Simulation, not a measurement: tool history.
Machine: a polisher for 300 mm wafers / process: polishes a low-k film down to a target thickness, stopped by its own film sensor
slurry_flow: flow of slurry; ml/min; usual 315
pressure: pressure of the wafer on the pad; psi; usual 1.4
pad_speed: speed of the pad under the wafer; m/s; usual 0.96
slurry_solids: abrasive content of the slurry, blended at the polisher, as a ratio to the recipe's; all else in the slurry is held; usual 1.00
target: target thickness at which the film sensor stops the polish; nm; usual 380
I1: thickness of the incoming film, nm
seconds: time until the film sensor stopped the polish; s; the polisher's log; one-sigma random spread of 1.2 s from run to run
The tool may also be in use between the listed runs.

{"run": 1, "day": 0.0, "slurry_flow": 315, "pressure": 1.4, "pad_speed": 0.96, "slurry_solids": 1.0, "target": 372, "I1": 408.7, "seconds": 125.0}
{"day": 0.25, "done": "slurry nozzle cleaned"}
{"day": 0.3, "done": "head pressure recalibrated"}
{"run": 2, "day": 3.1, "slurry_flow": 315, "pressure": 1.4, "pad_speed": 0.96, "slurry_solids": 1.0, "target": 372, "I1": 412.6, "seconds": 124.1}
{"day": 3.825, "done": "conditioning disc replaced and pad reconditioned"}
{"day": 4.696, "done": "slurry blender recalibrated"}
{"run": 3, "day": 5.371, "slurry_flow": 315, "pressure": 1.4, "pad_speed": 0.96, "slurry_solids": 1.0, "target": 380, "I1": 414.4, "seconds": 108.7}
{"run": 4, "day": 10.083, "slurry_flow": 315, "pressure": 1.4, "pad_speed": 0.96, "slurry_solids": 1.0, "target": 380, "I1": 408.7, "seconds": 90.9}
{"run": 5, "day": 12.95, "slurry_flow": 205, "pressure": 1.4, "pad_speed": 1.06, "slurry_solids": 0.85, "target": 371, "I1": 408.5, "seconds": 129.6}
{"run": 6, "day": 16.558, "slurry_flow": 360, "pressure": 1.4, "pad_speed": 0.96, "slurry_solids": 1.0, "target": 380, "I1": 410.3, "seconds": 95.1}
{"run": 7, "day": 18.071, "slurry_flow": 315, "pressure": 1.4, "pad_speed": 0.96, "slurry_solids": 1.0, "target": 380, "I1": 412.0, "seconds": 103.8}
{"day": 19.0, "done": "worn pad replaced by a new one"}
{"run": 8, "day": 22.017, "slurry_flow": 315, "pressure": 1.4, "pad_speed": 1.18, "slurry_solids": 1.0, "target": 380, "I1": 416.2, "seconds": 98.1}
{"day": 27.867, "done": "conditioning disc replaced and pad reconditioned"}
{"day": 31.929, "done": "slurry blender recalibrated"}
{"day": 32.088, "done": "slurry nozzle cleaned"}
{"run": 9, "day": 35.117, "slurry_flow": 265, "pressure": 1.2, "pad_speed": 0.62, "slurry_solids": 0.9, "target": 380, "I1": 407.6, "seconds": 144.4}
{"run": 10, "day": 38.075, "slurry_flow": 315, "pressure": 1.9, "pad_speed": 1.16, "slurry_solids": 0.75, "target": 384, "I1": 409.9, "seconds": 65.6}
{"day": 40.508, "done": "worn pad replaced by a new one"}
{"run": 11, "day": 40.529, "slurry_flow": 400, "pressure": 0.9, "pad_speed": 0.66, "slurry_solids": 1.0, "target": 388, "I1": 409.9, "seconds": 120.2}
{"run": 12, "day": 42.192, "slurry_flow": 315, "pressure": 1.4, "pad_speed": 1.08, "slurry_solids": 1.0, "target": 388, "I1": 412.5, "seconds": 72.2}
{"run": 13, "day": 44.079, "slurry_flow": 285, "pressure": 1.1, "pad_speed": 0.96, "slurry_solids": 1.0, "target": 380, "I1": 412.1, "seconds": 123.5}
{"day": 44.183, "done": "head pressure recalibrated"}
{"run": 14, "day": 45.604, "slurry_flow": 345, "pressure": 1.4, "pad_speed": 0.96, "slurry_solids": 1.0, "target": 380, "I1": 417.8, "seconds": 118.9}
{"run": 15, "day": 48.125, "slurry_flow": 215, "pressure": 1.6, "pad_speed": 0.64, "slurry_solids": 1.0, "target": 384, "I1": 407.9, "seconds": 106.2}
{"day": 49.783, "done": "conditioning disc replaced and pad reconditioned"}
{"run": 16, "day": 51.892, "slurry_flow": 315, "pressure": 1.4, "pad_speed": 0.96, "slurry_solids": 1.0, "target": 373, "I1": 407.4, "seconds": 114.4}
{"run": 17, "day": 56.083, "slurry_flow": 315, "pressure": 1.4, "pad_speed": 0.96, "slurry_solids": 1.0, "target": 380, "I1": 414.7, "seconds": 114.5}
{"day": 56.712, "done": "slurry blender recalibrated"}
{"run": 18, "day": 59.942, "slurry_flow": 315, "pressure": 1.4, "pad_speed": 1.04, "slurry_solids": 1.25, "target": 380, "I1": 405.7, "seconds": 72.0}
{"run": 19, "day": 62.975, "slurry_flow": 350, "pressure": 1.4, "pad_speed": 0.72, "slurry_solids": 0.9, "target": 384, "I1": 404.2, "seconds": 88.6}
{"day": 63.562, "done": "worn pad replaced by a new one"}
{"day": 66.125, "done": "slurry nozzle cleaned"}
{"run": 20, "day": 66.538, "slurry_flow": 255, "pressure": 1.4, "pad_speed": 1.24, "slurry_solids": 0.9, "target": 375, "I1": 411.9, "seconds": 97.6}
{"run": 21, "day": 68.375, "slurry_flow": 315, "pressure": 1.4, "pad_speed": 0.96, "slurry_solids": 0.9, "target": 380, "I1": 409.8, "seconds": 99.3}
{"run": 22, "day": 70.225, "slurry_flow": 315, "pressure": 1.4, "pad_speed": 1.28, "slurry_solids": 1.0, "target": 380, "I1": 409.1, "seconds": 73.5}
{"run": 23, "day": 73.308, "slurry_flow": 315, "pressure": 1.4, "pad_speed": 0.96, "slurry_solids": 1.0, "target": 380, "I1": 418.0, "seconds": 122.0}
{"day": 73.525, "done": "conditioning disc replaced and pad reconditioned"}
{"run": 24, "day": 75.338, "slurry_flow": 400, "pressure": 1.4, "pad_speed": 0.96, "slurry_solids": 1.0, "target": 373, "I1": 414.4, "seconds": 127.7}

Each row is a separate what-if for the run after 24, all from the same tool condition, not one after another. Results?
{"run": "A", "day": 75.354, "slurry_flow": 315, "pressure": 1.4, "pad_speed": 0.96, "slurry_solids": 1.0, "target": 380, "I1": 409.4, "seconds": "?"}
{"run": "B", "day": 75.354, "slurry_flow": 315, "pressure": 1.9, "pad_speed": 1.2, "slurry_solids": 1.2, "target": 380, "I1": 409.4, "seconds": "?"}
{"run": "C", "day": 75.354, "slurry_flow": 315, "pressure": 1.4, "pad_speed": 0.96, "slurry_solids": 0.9, "target": 384, "I1": 409.4, "seconds": "?"}
{"run": "D", "day": 75.354, "slurry_flow": 315, "pressure": 1.4, "pad_speed": 1.24, "slurry_solids": 1.1, "target": 380, "I1": 409.4, "seconds": "?"}
{"run": "E", "day": 75.354, "slurry_flow": 315, "pressure": 1.8, "pad_speed": 1.3, "slurry_solids": 0.9, "target": 380, "I1": 409.4, "seconds": "?"}

run=A seconds=94.6
run=B seconds=59.1
run=C seconds=85.9
run=D seconds=73.8
run=E seconds=65.7
The same runs, with their run-to-run variation unchanged, on a tool lacking any hidden condition would have given:
run=A seconds=91.4
run=B seconds=57.1
run=C seconds=83.0
run=D seconds=71.3
run=E seconds=63.5
